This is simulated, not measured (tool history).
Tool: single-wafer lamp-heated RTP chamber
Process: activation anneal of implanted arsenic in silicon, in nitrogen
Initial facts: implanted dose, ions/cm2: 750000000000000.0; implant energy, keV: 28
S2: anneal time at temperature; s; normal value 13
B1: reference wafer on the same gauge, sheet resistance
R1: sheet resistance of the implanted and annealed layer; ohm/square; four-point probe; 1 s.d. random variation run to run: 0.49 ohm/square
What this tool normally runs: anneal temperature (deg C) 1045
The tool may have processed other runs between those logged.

run 1 hour=0 | anneal_temperature_(deg_C)=1045 S2=13 | B1=190.12 | R1=159.5
run 2 hour=16.4 | anneal_temperature_(deg_C)=1053 S2=13 | B1=190.03 | R1=158.43
run 3 hour=40.3 | anneal_temperature_(deg_C)=1053 S2=13 | B1=190.12 | R1=159.84
run 4 hour=69.4 | anneal_temperature_(deg_C)=1053 S2=13 | B1=190.14 | R1=158.97
run 5 hour=89 | anneal_temperature_(deg_C)=1045 S2=13 | B1=189.97 | R1=159.91
-- hour=112.1 pyrometer window cleaned and pyrometer calibrated
run 6 hour=117.5 | anneal_temperature_(deg_C)=1045 S2=13 | B1=190.04 | R1=159.72
run 7 hour=133.7 | anneal_temperature_(deg_C)=1045 S2=13 | B1=190.01 | R1=159.34
run 8 hour=166.5 | anneal_temperature_(deg_C)=1045 S2=13 | B1=190.02 | R1=159.21
run 9 hour=197.1 | anneal_temperature_(deg_C)=1045 S2=13 | B1=189.91 | R1=160.37
run 10 hour=210.3 | anneal_temperature_(deg_C)=1045 S2=13 | B1=190.01 | R1=160.04
run 11 hour=224.5 | anneal_temperature_(deg_C)=1045 S2=13 | B1=189.97 | R1=160.02
run 12 hour=241.3 | anneal_temperature_(deg_C)=1045 S2=13 | B1=190.15 | R1=160.09
run 13 hour=259.6 | anneal_temperature_(deg_C)=1045 S2=13 | B1=190.04 | R1=160.87
run 14 hour=272.7 | anneal_temperature_(deg_C)=1045 S2=13 | B1=190.02 | R1=160.02
run 15 hour=297.2 | anneal_temperature_(deg_C)=1045 S2=13 | B1=189.94 | R1=160.04
run 16 hour=311.8 | anneal_temperature_(deg_C)=1045 S2=13 | B1=189.94 | R1=160.02
run 17 hour=332.7 | anneal_temperature_(deg_C)=1060 S2=10 | B1=189.94 | R1=159.88
run 18 hour=367.3 | anneal_temperature_(deg_C)=1045 S2=13 | B1=190.03 | R1=160.6
run 19 hour=381 | anneal_temperature_(deg_C)=1045 S2=13 | B1=190.17 | R1=160.1
run 20 hour=402.8 | anneal_temperature_(deg_C)=1045 S2=13 | B1=189.93 | R1=160.07
-- hour=413.3 pyrometer window cleaned and pyrometer calibrated
run 21 hour=426.3 | anneal_temperature_(deg_C)=1018 S2=7 | B1=189.97 | R1=167.25
run 22 hour=440.5 | anneal_temperature_(deg_C)=1045 S2=20 | B1=189.98 | R1=157.46
run 23 hour=455.4 | anneal_temperature_(deg_C)=1075 S2=20 | B1=189.97 | R1=153.58
-- hour=464.1 reflector plate cleaned
run 24 hour=467.7 | anneal_temperature_(deg_C)=1045 S2=13 | B1=189.99 | R1=159.71
run 25 hour=503.6 | anneal_temperature_(deg_C)=1045 S2=18 | B1=189.95 | R1=157.27
run 26 hour=534.1 | anneal_temperature_(deg_C)=1045 S2=6 | B1=190.13 | R1=163.54
run 27 hour=559.5 | anneal_temperature_(deg_C)=1031 S2=19 | B1=190.09 | R1=159.19
run 28 hour=592.4 | anneal_temperature_(deg_C)=1030 S2=13 | B1=190 | R1=161.42
run 29 hour=620.2 | anneal_temperature_(deg_C)=1030 S2=13 | B1=190.03 | R1=161.97
-- hour=621 gauge calibrated
-- hour=659.3 pyrometer window cleaned and pyrometer calibrated
run 30 hour=697.4 | anneal_temperature_(deg_C)=1065 S2=19 | B1=190.22 | R1=155.4
run 31 hour=711.5 | anneal_temperature_(deg_C)=1026 S2=8 | B1=190.06 | R1=164.3
run 32 hour=743.6 | anneal_temperature_(deg_C)=1057 S2=17 | B1=190.04 | R1=156.75

Expected results for the next run?
run 33 hour=776.7 | anneal_temperature_(deg_C)=1034 S2=16 | B1=? | R1=?

Run 33 gave B1 189.96, R1 160 ohm/square.
Minus the tool's unlogged condition, the same run would have read R1 160 ohm/square.
